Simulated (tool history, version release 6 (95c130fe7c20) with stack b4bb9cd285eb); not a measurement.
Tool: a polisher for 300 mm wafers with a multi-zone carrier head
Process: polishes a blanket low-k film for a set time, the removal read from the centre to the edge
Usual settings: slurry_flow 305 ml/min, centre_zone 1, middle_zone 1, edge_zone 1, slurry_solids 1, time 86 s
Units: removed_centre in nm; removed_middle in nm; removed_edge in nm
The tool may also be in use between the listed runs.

run    day  slurry_flow  centre_zone  middle_zone  edge_zone  slurry_solids  time  incoming thickness of the incoming film, nm  removed_centre  removed_middle  removed_edge
  1      0          305            1            1          1            0.9    86                                        701.7            37.7            37.3          38.2
  2  0.408          405            1         1.05          1            0.8   101                                        709.6            41.5            42.8          41.1
  3  0.996          305          0.9            1       1.09           0.75    86                                        702.9            28.7            32.5          33.6
  4  1.429          305            1            1       1.07              1    86                                        696.6            39.9              40          42.3
  5  1.842          270            1         1.07          1              1   102                                        686.3            46.2              49          47.6
  6  2.162          305            1         1.06        0.9              1    86                                        706.7            39.9            41.6          37.8
  7  2.821          305            1            1          1              1    86                                        702.2            39.2            38.9          41.1
  8  3.258          305            1            1          1              1   104                                        700.8            47.1            47.2          48.3
  9  3.525          250            1         0.88          1              1    94                                          699              41            37.8          43.1
 10  3.892          305            1         0.97          1           1.25    86                                        711.8            44.1            42.2          46.2
 11  4.429          305            1         1.11          1              1    86                                        695.1            38.8            43.4          40.1
 12  4.896          270         1.12            1       1.04           1.15    86                                        702.5            45.6            40.2            44
 13  5.608          225            1            1       1.08              1    86                                        706.2            35.8            36.4          39.6
 14  5.775          305            1            1          1              1    86                                        705.9            38.2            38.5          39.3
 15  6.029          305         0.96         0.91          1              1    86                                          703            36.3            35.5          39.5
 16  6.517          305            1            1          1              1    86                                        697.8            41.1            41.6          41.8
 17  7.162          360            1            1          1            1.3    86                                        704.1            48.2            46.8          48.9
 18  7.646          305         0.96         0.96          1              1   111                                        709.3            50.9            50.3          53.6
 19  8.275          305            1            1       1.04              1    86                                        700.2            41.1            39.5          42.3
 20  8.762          305          0.9            1       1.08              1    86                                        707.1            36.8            40.4          42.8
 21  9.296          305            1         0.96          1              1    86                                          711            40.2            39.4          41.5

Taken out of this log: 3 entries between the listed runs. Where each belongs, and how the hidden state differs across it:
Between runs 1 and 2: worn pad replaced by a new one (day 0.392)
  slurry flow missing at the pad, %: 17.1 -> 18.6
  measured less the result without the state, removed_centre: -0.9 -> -0.9 nm; removed_middle: -0.8 -> -0.8 nm; removed_edge: -0.6 -> -0.5 nm
Between runs 12 and 13: worn pad replaced by a new one (day 5.588)
  slurry flow missing at the pad, %: 35.2 -> 37.9
  measured less the result without the state, removed_centre: -3.6 -> -4 nm; removed_middle: -2.8 -> -3.6 nm; removed_edge: -2.2 -> -2.8 nm
Between runs 15 and 16: slurry nozzle cleaned (day 6.254)
  slurry flow missing at the pad, %: 39.4 -> 1.01
  measured less the result without the state, removed_centre: -3.1 -> -0.1 nm; removed_middle: -2.7 -> +0 nm; removed_edge: -2.2 -> +0 nm
